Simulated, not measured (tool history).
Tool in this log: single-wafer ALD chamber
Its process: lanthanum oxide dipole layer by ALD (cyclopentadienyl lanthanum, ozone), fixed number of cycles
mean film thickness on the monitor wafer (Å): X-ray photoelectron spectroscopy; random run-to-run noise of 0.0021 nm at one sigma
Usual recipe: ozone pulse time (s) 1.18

| run | hour | ozone pulse time (s) | read-back reference wafer on the same gauge, thickness_nm | mean film thickness on the monitor wafer (Å) |
|---|---|---|---|---|
| 1 | 0.0 | 1.18 | 0.550 | 4.97 |
| 2 | 20.4 | 1.18 | 0.550 | 4.94 |
| 3 | 37.1 | 1.18 | 0.550 | 4.94 |
| 4 | 55.2 | 1.18 | 0.551 | 4.97 |
|  | 71.4 | thermocouple changed; heater temperature recalibrated |
| 5 | 83.9 | 1.18 | 0.550 | 4.92 |
| 6 | 116.6 | 1.18 | 0.550 | 4.95 |
| 7 | 129.7 | 1.18 | 0.550 | 4.91 |
| 8 | 157.8 | 1.53 | 0.551 | 5.34 |
|  | 175.0 | gauge calibrated |
| 9 | 184.7 | 1.36 | 0.550 | 5.15 |
| 10 | 197.7 | 0.77 | 0.550 | 3.41 |
| 11 | 209.9 | 0.87 | 0.550 | 3.96 |
| 12 | 238.6 | 0.95 | 0.550 | 4.32 |
| 13 | 273.4 | 1.46 | 0.550 | 5.25 |
| 14 | 304.3 | 0.88 | 0.549 | 3.95 |
| 15 | 331.2 | 1.18 | 0.551 | 4.91 |
| 16 | 356.4 | 1.43 | 0.550 | 5.18 |
| 17 | 384.8 | 0.86 | 0.549 | 3.84 |
| 18 | 412.7 | 1.52 | 0.550 | 5.31 |
| 19 | 447.1 | 0.73 | 0.550 | 3.03 |
| 20 | 471.6 | 1.18 | 0.551 | 4.86 |
| 21 | 486.1 | 1.18 | 0.550 | 4.83 |
| 22 | 510.6 | 1.57 | 0.550 | 5.24 |
|  | 533.1 | showerhead replaced |
| 23 | 533.6 | 0.97 | 0.550 | 4.21 |
|  | 548.1 | ozone generator serviced |
| 24 | 549.9 | 0.91 | 0.550 | 4.23 |
| 25 | 570.3 | 1.18 | 0.550 | 5.02 |
| 26 | 603.9 | 1.59 | 0.550 | 5.38 |
| 27 | 628.7 | 0.96 | 0.550 | 4.39 |
| 28 | 641.0 | 0.79 | 0.550 | 3.66 |
| 29 | 664.7 | 0.85 | 0.550 | 3.97 |
| 30 | 700.4 | 0.79 | 0.550 | 3.62 |
| 31 | 732.9 | 1.31 | 0.550 | 5.14 |
| 32 | 760.8 | 1.60 | 0.551 | 5.35 |
| 33 | 790.5 | 1.47 | 0.550 | 5.33 |

Hidden state or all else? Some run-to-run changes of mean film thickness on the monitor wafer (Å), split into what the settings, what came in and random variation would give without the hidden state, and what is left for the hidden state (with any gauge scatter that isn't in both results):
The hidden state here: wafer temperature above the value expected at the setpoint (K); ozone dose above that of a generator just serviced (%); gauge reads high (%).
Run 9 -> 10: ozone pulse time (s) 1.36 -> 0.77. mean film thickness on the monitor wafer (Å) -1.74: hidden state -0.08, all else -1.66.
Run 18 -> 19: ozone pulse time (s) 1.52 -> 0.73. mean film thickness on the monitor wafer (Å) -2.28: hidden state -0.17, all else -2.11.
Run 19 -> 20: ozone pulse time (s) 0.73 -> 1.18. mean film thickness on the monitor wafer (Å) +1.83: hidden state +0.08, all else +1.75.
Run 22 -> 23: ozone pulse time (s) 1.57 -> 0.97, showerhead replaced. mean film thickness on the monitor wafer (Å) -1.03: hidden state -0.19, all else -0.84.
Run 23 -> 24: ozone pulse time (s) 0.97 -> 0.91, ozone generator serviced. mean film thickness on the monitor wafer (Å) +0.02: hidden state +0.25, all else -0.23.
